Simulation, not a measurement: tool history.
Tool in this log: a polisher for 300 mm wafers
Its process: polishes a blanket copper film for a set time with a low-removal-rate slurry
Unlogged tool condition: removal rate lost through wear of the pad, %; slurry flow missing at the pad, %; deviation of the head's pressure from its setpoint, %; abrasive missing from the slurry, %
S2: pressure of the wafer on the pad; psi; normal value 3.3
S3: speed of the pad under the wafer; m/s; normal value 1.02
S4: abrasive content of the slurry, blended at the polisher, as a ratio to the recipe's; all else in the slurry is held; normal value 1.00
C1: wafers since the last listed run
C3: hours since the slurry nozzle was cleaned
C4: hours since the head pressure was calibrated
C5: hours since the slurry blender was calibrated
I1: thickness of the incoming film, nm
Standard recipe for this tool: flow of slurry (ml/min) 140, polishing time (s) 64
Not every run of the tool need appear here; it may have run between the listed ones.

run 1 hour=0.0 | flow_of_slurry_(ml/min)=140 S2=3.3 S3=1.02 S4=1.00 polishing_time_(s)=64 | C1=0 wafers_polished_on_this_pad=691 C3=101.7 C4=274.4 C5=211.9 | I1=626.1 | film_removed_(Å)=1931
-- hour=37.3 worn pad replaced by a new one
run 2 hour=55.1 | flow_of_slurry_(ml/min)=140 S2=3.3 S3=1.02 S4=1.00 polishing_time_(s)=64 | C1=358 wafers_polished_on_this_pad=124 C3=156.8 C4=329.5 C5=267.0 | I1=637.2 | film_removed_(Å)=1929
run 3 hour=88.2 | flow_of_slurry_(ml/min)=140 S2=3.3 S3=1.02 S4=1.00 polishing_time_(s)=64 | C1=231 wafers_polished_on_this_pad=356 C3=189.9 C4=362.6 C5=300.1 | I1=624.5 | film_removed_(Å)=1911
-- hour=106.9 slurry blender recalibrated
run 4 hour=120.1 | flow_of_slurry_(ml/min)=140 S2=3.3 S3=1.02 S4=1.00 polishing_time_(s)=64 | C1=209 wafers_polished_on_this_pad=566 C3=221.8 C4=394.5 C5=13.2 | I1=623.3 | film_removed_(Å)=1851
-- hour=158.6 worn pad replaced by a new one
run 5 hour=170.4 | flow_of_slurry_(ml/min)=140 S2=3.3 S3=1.28 S4=1.00 polishing_time_(s)=64 | C1=324 wafers_polished_on_this_pad=82 C3=272.1 C4=444.8 C5=63.5 | I1=627.0 | film_removed_(Å)=2253
run 6 hour=218.2 | flow_of_slurry_(ml/min)=140 S2=3.3 S3=1.02 S4=1.00 polishing_time_(s)=71 | C1=334 wafers_polished_on_this_pad=417 C3=319.9 C4=492.6 C5=111.3 | I1=634.2 | film_removed_(Å)=1971
-- hour=257.4 slurry nozzle cleaned
run 7 hour=264.6 | flow_of_slurry_(ml/min)=140 S2=3.3 S3=1.02 S4=1.00 polishing_time_(s)=71 | C1=318 wafers_polished_on_this_pad=735 C3=7.2 C4=539.0 C5=157.7 | I1=623.3 | film_removed_(Å)=2162
-- hour=290.2 worn pad replaced by a new one
run 8 hour=350.6 | flow_of_slurry_(ml/min)=140 S2=3.3 S3=1.02 S4=1.00 polishing_time_(s)=64 | C1=574 wafers_polished_on_this_pad=423 C3=93.2 C4=625.0 C5=243.7 | I1=636.2 | film_removed_(Å)=1987
-- hour=365.2 slurry blender recalibrated
run 9 hour=413.7 | flow_of_slurry_(ml/min)=160 S2=3.9 S3=1.32 S4=1.00 polishing_time_(s)=64 | C1=428 wafers_polished_on_this_pad=851 C3=156.3 C4=688.1 C5=48.5 | I1=633.8 | film_removed_(Å)=2942
-- hour=420.1 worn pad replaced by a new one
-- hour=420.9 head pressure recalibrated
run 10 hour=438.6 | flow_of_slurry_(ml/min)=140 S2=3.3 S3=1.02 S4=0.70 polishing_time_(s)=64 | C1=140 wafers_polished_on_this_pad=123 C3=181.2 C4=17.7 C5=73.4 | I1=639.1 | film_removed_(Å)=1656
run 11 hour=490.7 | flow_of_slurry_(ml/min)=170 S2=3.9 S3=1.02 S4=1.25 polishing_time_(s)=64 | C1=365 wafers_polished_on_this_pad=488 C3=233.3 C4=69.8 C5=125.5 | I1=627.0 | film_removed_(Å)=2413
run 12 hour=520.9 | flow_of_slurry_(ml/min)=175 S2=3.3 S3=1.02 S4=1.00 polishing_time_(s)=79 | C1=211 wafers_polished_on_this_pad=700 C3=263.5 C4=100.0 C5=155.7 | I1=621.3 | film_removed_(Å)=2405
-- hour=559.3 worn pad replaced by a new one
-- hour=560.4 slurry nozzle cleaned
run 13 hour=560.9 | flow_of_slurry_(ml/min)=185 S2=2.5 S3=1.02 S4=1.00 polishing_time_(s)=64 | C1=245 wafers_polished_on_this_pad=4 C3=0.5 C4=140.0 C5=195.7 | I1=631.5 | film_removed_(Å)=1627
run 14 hour=593.3 | flow_of_slurry_(ml/min)=155 S2=3.3 S3=1.16 S4=1.00 polishing_time_(s)=64 | C1=227 wafers_polished_on_this_pad=231 C3=32.9 C4=172.4 C5=228.1 | I1=629.4 | film_removed_(Å)=2223
run 15 hour=633.7 | flow_of_slurry_(ml/min)=140 S2=3.3 S3=1.02 S4=0.90 polishing_time_(s)=64 | C1=283 wafers_polished_on_this_pad=514 C3=73.3 C4=212.8 C5=268.5 | I1=630.4 | film_removed_(Å)=1870

3 ways to go on from here, each from the tool as it stands after run 15. What would each give?
run A hour=634.1 | flow_of_slurry_(ml/min)=140 S2=2.9 S3=1.02 S4=1.00 polishing_time_(s)=64 | C1=2 wafers_polished_on_this_pad=517 C3=73.7 C4=213.2 C5=268.9 | I1=630.5 | film_removed_(Å)=?
run B hour=634.1 | flow_of_slurry_(ml/min)=140 S2=3.3 S3=1.02 S4=0.85 polishing_time_(s)=64 | C1=2 wafers_polished_on_this_pad=517 C3=73.7 C4=213.2 C5=268.9 | I1=630.5 | film_removed_(Å)=?
run C hour=634.1 | flow_of_slurry_(ml/min)=140 S2=3.3 S3=1.02 S4=0.75 polishing_time_(s)=64 | C1=2 wafers_polished_on_this_pad=517 C3=73.7 C4=213.2 C5=268.9 | I1=630.5 | film_removed_(Å)=?

run=A film_removed_(Å)=1783
run=B film_removed_(Å)=1855
run=C film_removed_(Å)=1763
What these runs would have given with no unlogged condition in the tool:
run=A film_removed_(Å)=1802
run=B film_removed_(Å)=1876
run=C film_removed_(Å)=1782

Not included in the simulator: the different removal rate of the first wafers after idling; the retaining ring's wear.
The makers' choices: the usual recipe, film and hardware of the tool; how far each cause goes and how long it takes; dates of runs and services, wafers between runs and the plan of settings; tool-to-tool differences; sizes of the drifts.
